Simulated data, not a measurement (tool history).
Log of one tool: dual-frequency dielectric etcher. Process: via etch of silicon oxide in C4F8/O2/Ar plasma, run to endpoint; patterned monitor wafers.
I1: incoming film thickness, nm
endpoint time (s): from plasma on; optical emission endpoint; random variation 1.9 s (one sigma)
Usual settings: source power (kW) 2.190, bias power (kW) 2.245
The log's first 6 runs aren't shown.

At hour 406.7: wet clean of the chamber.
Run 7, hour 424.2: usual settings; I1 1906.6. Result: endpoint time (s) 356.1.
Run 8, hour 488.7: usual settings; I1 1873.2. Result: endpoint time (s) 351.8.
Run 9, hour 574.9: usual settings; I1 1900.7. Result: endpoint time (s) 358.8.
Run 10, hour 671.5: usual settings but source power (kW) 1.750; I1 1887.9. Result: endpoint time (s) 398.5.
Run 11, hour 751.6: usual settings but source power (kW) 1.750; I1 1906.6. Result: endpoint time (s) 408.8.
Run 12, hour 829.6: usual settings but source power (kW) 1.750; I1 1896.0. Result: endpoint time (s) 400.8.
At hour 956.7: wet clean of the chamber.
Run 13, hour 1026.3: usual settings; I1 1893.6. Result: endpoint time (s) 356.4.
Run 14, hour 1075.3: usual settings; I1 1917.8. Result: endpoint time (s) 361.3.
At hour 1120.9: upper electrode replaced.
Run 15, hour 1127.7: usual settings; I1 1899.9. Result: endpoint time (s) 360.3.
Run 16, hour 1176.9: usual settings but source power (kW) 2.360, bias power (kW) 2.621; I1 1901.1. Result: endpoint time (s) 323.8.
Run 17, hour 1278.8: usual settings but source power (kW) 2.440, bias power (kW) 2.684; I1 1924.0. Result: endpoint time (s) 319.9.
Run 18, hour 1331.4: usual settings but bias power (kW) 2.434; I1 1923.6. Result: endpoint time (s) 351.1.
Run 19, hour 1436.7: usual settings; I1 1905.5. Result: endpoint time (s) 363.8.

The next listed run, before its measurement:
Run 20, hour 1487.1: usual settings but source power (kW) 1.730, bias power (kW) 2.639; I1 1909.7. Result: endpoint time (s) ?.

{"run 20": {"endpoint time (s)": 382.9}}
Without the tool's hidden state the same run would have given endpoint time (s) 374.8.

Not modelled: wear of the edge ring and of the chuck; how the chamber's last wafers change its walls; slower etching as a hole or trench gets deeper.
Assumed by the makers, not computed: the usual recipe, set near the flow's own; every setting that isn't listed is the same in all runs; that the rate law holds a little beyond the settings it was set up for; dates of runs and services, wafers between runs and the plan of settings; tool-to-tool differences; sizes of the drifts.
